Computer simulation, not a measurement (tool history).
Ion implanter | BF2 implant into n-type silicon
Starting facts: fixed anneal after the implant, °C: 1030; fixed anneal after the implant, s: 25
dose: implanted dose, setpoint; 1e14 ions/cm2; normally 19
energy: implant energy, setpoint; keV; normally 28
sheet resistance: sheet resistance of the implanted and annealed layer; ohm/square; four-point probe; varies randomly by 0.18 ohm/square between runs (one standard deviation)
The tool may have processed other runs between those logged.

| run | day | dose | energy | wafers since the last listed run | hours since the last dose calibration | hours since the extraction supply was calibrated | hours since the gauge calibration | read-back reference wafer on the same gauge, sheet resistance | sheet resistance |
|---|---|---|---|---|---|---|---|---|---|
| 1 | 0 | 19 | 24 | 0 | 1766.2 | 3033.5 | 219.3 | 121.99 | 129.97 |
| 2 | 2.458 | 19 | 24 | 1147 | 1825.2 | 3092.5 | 278.3 | 121.83 | 129.96 |
| 3 | 4.838 | 19 | 24 | 1110 | 1882.3 | 3149.6 | 335.4 | 121.72 | 129.54 |
| 4 | 7.35 | 21.56 | 28 | 1172 | 1942.6 | 3209.9 | 395.7 | 121.48 | 120.75 |
| 5 | 8.696 | 19 | 28 | 628 | 1974.9 | 3242.2 | 428 | 121.4 | 122.53 |
|  | 9.65 | gauge calibrated |
| 6 | 11.088 | 19 | 28 | 1116 | 2032.3 | 3299.6 | 34.5 | 122.03 | 123.01 |
|  | 11.588 | extraction supply calibrated |
| 7 | 13.204 | 19 | 28 | 832 | 2083.1 | 38.8 | 85.3 | 122.01 | 123.11 |
| 8 | 15.05 | 19 | 28 | 861 | 2127.4 | 83.1 | 129.6 | 122.03 | 123.23 |
| 9 | 17.104 | 19 | 28 | 958 | 2176.7 | 132.4 | 178.9 | 121.92 | 122.59 |
|  | 17.888 | Faraday cup replaced and dose calibrated |
| 10 | 18.675 | 19 | 28 | 577 | 18.9 | 170.1 | 216.6 | 121.83 | 123.05 |
| 11 | 20.183 | 20.65 | 32.5 | 703 | 55.1 | 206.3 | 252.8 | 121.73 | 114.33 |
| 12 | 21.308 | 17.07 | 28 | 525 | 82.1 | 233.3 | 279.8 | 121.75 | 125.1 |
| 13 | 22.771 | 14.42 | 30.5 | 682 | 117.2 | 268.4 | 314.9 | 121.62 | 126.94 |
| 14 | 23.983 | 23.57 | 28 | 565 | 146.3 | 297.5 | 344 | 121.52 | 119.72 |
| 15 | 26.704 | 19 | 31.5 | 1269 | 211.6 | 362.8 | 409.3 | 121.32 | 116.77 |
| 16 | 28.217 | 24.12 | 28 | 705 | 247.9 | 399.1 | 445.6 | 121.13 | 118.62 |
| 17 | 29.279 | 15.65 | 25 | 495 | 273.4 | 424.6 | 471.1 | 121.08 | 132.24 |

Results for each run, recomputed without the tool's hidden state and with each run's random variation untouched:
Hidden conditions of the tool in this case: deviation of the true dose from the Faraday cup's reading, %; deviation of the true energy from its setpoint, %; gauge reads high (%).
| run | sheet resistance |
|---|---|
| 1 | 129.99 |
| 2 | 130.12 |
| 3 | 129.87 |
| 4 | 121.27 |
| 5 | 123.18 |
| 6 | 122.94 |
| 7 | 123.07 |
| 8 | 123.24 |
| 9 | 122.67 |
| 10 | 123.19 |
| 11 | 114.54 |
| 12 | 125.39 |
| 13 | 127.34 |
| 14 | 120.18 |
| 15 | 117.44 |
| 16 | 119.45 |
| 17 | 133.28 |
